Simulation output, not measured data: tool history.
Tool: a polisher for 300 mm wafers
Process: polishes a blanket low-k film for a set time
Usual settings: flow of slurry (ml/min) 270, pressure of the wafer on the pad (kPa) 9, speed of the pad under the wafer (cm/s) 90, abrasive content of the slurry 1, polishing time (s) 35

run,hour,flow of slurry (ml/min),pressure of the wafer on the pad (kPa),speed of the pad under the wafer (cm/s),abrasive content of the slurry,polishing time (s),"incoming thickness of the incoming film, nm",film removed (Å)
1,0,270,9,90,1,35,673.1,102
# hour 109: slurry blender recalibrated
2,149.8,270,9,90,1,35,671.7,101
# hour 169.9: conditioning disc replaced and pad reconditioned
# hour 194.2: worn pad replaced by a new one
# hour 195.3: slurry nozzle cleaned
3,226,270,9,90,1,35,652.7,105
# hour 234.2: head pressure recalibrated
4,267.7,270,9,90,1,35,653.6,104
5,441.2,270,9,90,1,35,667.5,101
# hour 485.9: worn pad replaced by a new one
# hour 511.7: conditioning disc replaced and pad reconditioned
6,521.9,270,9,90,1,35,670.6,105
7,563.5,270,8.3,70,1,35,653,82
# hour 607.2: slurry blender recalibrated
8,742.6,270,8.3,70,1,35,653.7,81
# hour 780.3: worn pad replaced by a new one, of another model than before
9,800.7,270,9,90,1,35,651.9,108
# hour 843.9: conditioning disc replaced and pad reconditioned
10,849.3,270,9,90,1,35,649.7,106
# hour 895.4: slurry nozzle cleaned
11,903.5,270,9,90,1.15,35,664.2,108
12,990.4,270,7.6,76,1.2,27,645.4,72
13,1026.6,270,6.9,100,1.25,23,661.2,69
# hour 1122.1: slurry blender recalibrated
14,1122.6,365,9,90,1,35,660.7,109
# hour 1134.3: worn pad replaced by a new one
# hour 1137.4: conditioning disc replaced and pad reconditioned
15,1181,310,9,90,1.25,35,666.3,117
16,1255,270,9,76,1.25,35,650.3,102
# hour 1282.9: head pressure recalibrated
17,1313,270,9,90,1,35,670.5,102
18,1359.2,270,9,90,0.8,35,661.9,94
19,1466.8,270,9,90,1,35,657.4,101
# hour 1500.2: worn pad replaced by a new one
# hour 1506.3: slurry nozzle cleaned
# hour 1506.3: conditioning disc replaced and pad reconditioned
20,1521.6,325,12.4,62,0.85,35,656.6,99
# hour 1584.9: slurry blender recalibrated
21,1605.2,340,9,90,1.15,35,651.5,112

4 ways to go on from here, each from the tool as it stands after run 21. What would each give?
A,1605.6,270,9,90,1,35,652.3,?
B,1605.6,270,9,110,1,41,652.3,?
C,1605.6,270,9,72,1,46,652.3,?
D,1605.6,270,7.6,90,1,39,652.3,?

run,film removed (Å)
A,104
B,136
C,123
D,108
Without the tool's hidden state the same runs would have given:
run,film removed (Å)
A,108
B,141
C,127
D,112
